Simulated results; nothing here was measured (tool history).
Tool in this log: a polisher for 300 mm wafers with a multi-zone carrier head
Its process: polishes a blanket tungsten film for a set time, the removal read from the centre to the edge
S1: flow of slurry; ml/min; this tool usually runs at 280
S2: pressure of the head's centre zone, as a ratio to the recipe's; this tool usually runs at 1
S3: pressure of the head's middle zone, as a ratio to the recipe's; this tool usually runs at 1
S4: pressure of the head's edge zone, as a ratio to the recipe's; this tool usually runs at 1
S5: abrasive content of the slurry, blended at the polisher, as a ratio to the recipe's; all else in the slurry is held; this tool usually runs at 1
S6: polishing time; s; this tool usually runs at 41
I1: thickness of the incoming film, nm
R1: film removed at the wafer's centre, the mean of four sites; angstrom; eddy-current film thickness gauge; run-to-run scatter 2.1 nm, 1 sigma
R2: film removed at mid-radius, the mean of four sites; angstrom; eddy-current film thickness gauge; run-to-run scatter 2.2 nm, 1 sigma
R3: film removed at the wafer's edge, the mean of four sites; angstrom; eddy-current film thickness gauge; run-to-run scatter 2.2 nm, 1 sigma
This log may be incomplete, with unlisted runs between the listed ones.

run	hour	S1	S2	S3	S4	S5	S6	I1	R1	R2	R3
1	0	210	1	1.08	1	1	35	720.8	1598	1753	1658
# hour 6.5: worn pad replaced by a new one
2	63.3	280	1	1	1	1	34	728.7	1612	1677	1666
3	129.4	280	0.93	1	0.94	1	41	738.9	1780	1981	1898
4	221.6	280	1	1	1	1	41	723.7	1833	1970	1988
5	268.5	195	0.97	0.97	1	1	41	721.5	1638	1743	1858
6	315	240	1	1	1	0.75	41	730.3	1556	1670	1679
# hour 323.1: slurry nozzle cleaned
# hour 336.3: edge zone pressure recalibrated
7	371.9	280	1.07	0.94	0.89	1.25	41	732.3	2126	2095	2039
8	408.6	280	1	1	1	1	41	723.6	1891	2019	2011
# hour 427.1: carrier head's membrane replaced by a new one
9	477.6	280	1.05	1.04	1	1	41	726.4	1900	2077	1961
10	520.5	280	1	1	0.93	1.15	54	722.4	2497	2760	2679
# hour 543.3: centre zone pressure recalibrated
# hour 575.2: worn pad replaced by a new one
11	703.3	280	1	1	1	0.75	53	729.6	2322	2329	2326
12	758.8	280	1.07	0.94	1	1	54	737.7	2741	2473	2578
13	861.8	280	1	1	1.07	1	41	733.7	1841	1919	2020
14	898.5	280	1.08	1.07	1.05	1.15	41	741.6	2106	2117	2007
15	959.6	280	0.95	1	1	1	41	728.3	1707	1884	1876
# hour 969: slurry nozzle cleaned
# hour 1114.9: edge zone pressure recalibrated
16	1118.4	280	1	1	1	1	41	729.2	1939	2053	1955

What does the tool deliver on the next run?
# hour 1162.5: worn pad replaced by a new one
17	1214.4	195	0.89	1.1	1	1	32	729.4	?	?	?

R1: 1224 angstrom
R2: 1677 angstrom
R3: 1511 angstrom
Minus the tool's unlogged condition, the same run would have read R1 1343 angstrom, R2 1704 angstrom, R3 1529 angstrom.

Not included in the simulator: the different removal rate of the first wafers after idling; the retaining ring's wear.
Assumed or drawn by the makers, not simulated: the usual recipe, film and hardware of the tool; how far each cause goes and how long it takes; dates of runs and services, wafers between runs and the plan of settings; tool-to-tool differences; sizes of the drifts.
